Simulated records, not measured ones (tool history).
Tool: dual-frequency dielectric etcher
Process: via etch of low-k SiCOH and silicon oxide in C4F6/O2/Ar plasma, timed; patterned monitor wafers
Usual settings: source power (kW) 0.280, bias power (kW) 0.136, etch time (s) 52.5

run     day  source power (kW)  bias power (kW)  etch time (s)  read-back reference wafer on the same gauge, depth_nm  mean etch depth across the wafer (Å)
  1   0.000              0.280            0.136           61.0                                                   97.0                                  1304
  2   3.658              0.280            0.161           52.5                                                   97.0                                  1195
  3   6.579              0.280            0.136           52.5                                                   97.1                                  1118
  4  10.150              0.280            0.136           52.5                                                   97.1                                  1112
  5  14.079              0.280            0.136           52.5                                                   96.8                                  1102
     15.167  -- wet clean of the chamber
  6  17.988              0.280            0.136           52.5                                                   97.0                                  1120
  7  22.304              0.280            0.136           52.5                                                   97.0                                  1129
  8  24.279              0.280            0.136           59.0                                                   96.9                                  1257
     33.583  -- upper electrode replaced
  9  33.604              0.280            0.136           59.0                                                   96.8                                  1248
 10  34.750              0.280            0.136           59.0                                                   97.1                                  1234
     38.667  -- gauge calibrated
 11  38.754              0.240            0.136           52.5                                                   97.1                                  1030
     41.750  -- bias power generator calibrated
     42.517  -- wet clean of the chamber
 12  42.538              0.280            0.136           56.5                                                   97.0                                  1211
 13  44.842              0.280            0.120           61.5                                                   97.1                                  1266
 14  46.788              0.280            0.151           52.5                                                   97.1                                  1178
     47.321  -- source power generator calibrated
 15  48.621              0.280            0.136           52.5                                                   96.8                                  1124
 16  51.062              0.300            0.148           64.0                                                   96.9                                  1440
 17  53.712              0.280            0.136           42.0                                                   96.9                                   883
 18  58.096              0.280            0.136           52.5                                                   96.8                                  1106
 19  63.375              0.280            0.156           41.5                                                   97.1                                   917
 20  65.112              0.280            0.155           60.5                                                   97.1                                  1310
     68.808  -- wet clean of the chamber
 21  69.858              0.280            0.136           52.5                                                   97.1                                  1137
 22  73.029              0.300            0.136           52.5                                                   97.1                                  1157
 23  75.112              0.280            0.110           64.0                                                   97.0                                  1259
 24  77.629              0.330            0.136           60.0                                                   97.0                                  1355

Some steps in mean etch depth across the wafer (Å) between neighbouring runs. How much of each would the tool show without its hidden state too (settings, what came in, random variation), and how much is left for the hidden state, with any gauge scatter that isn't in both results?
The hidden state here: etch rate over this chamber's usual, %; source power that arrives over what is set, %; bias power that arrives over what is set, %; gauge reads high (%).
Run 5 -> 6: wet clean of the chamber. mean etch depth across the wafer (Å) +18: hidden state +33, all else -15.
Run 16 -> 17: source power (kW) 0.300 -> 0.280, bias power (kW) 0.148 -> 0.136, etch time (s) 64.0 -> 42.0. mean etch depth across the wafer (Å) -557: hidden state +5, all else -562.
Run 19 -> 20: bias power (kW) 0.156 -> 0.155, etch time (s) 41.5 -> 60.5. mean etch depth across the wafer (Å) +393: hidden state -17, all else +410.
Run 20 -> 21: bias power (kW) 0.155 -> 0.136, etch time (s) 60.5 -> 52.5, wet clean of the chamber. mean etch depth across the wafer (Å) -173: hidden state +48, all else -221.
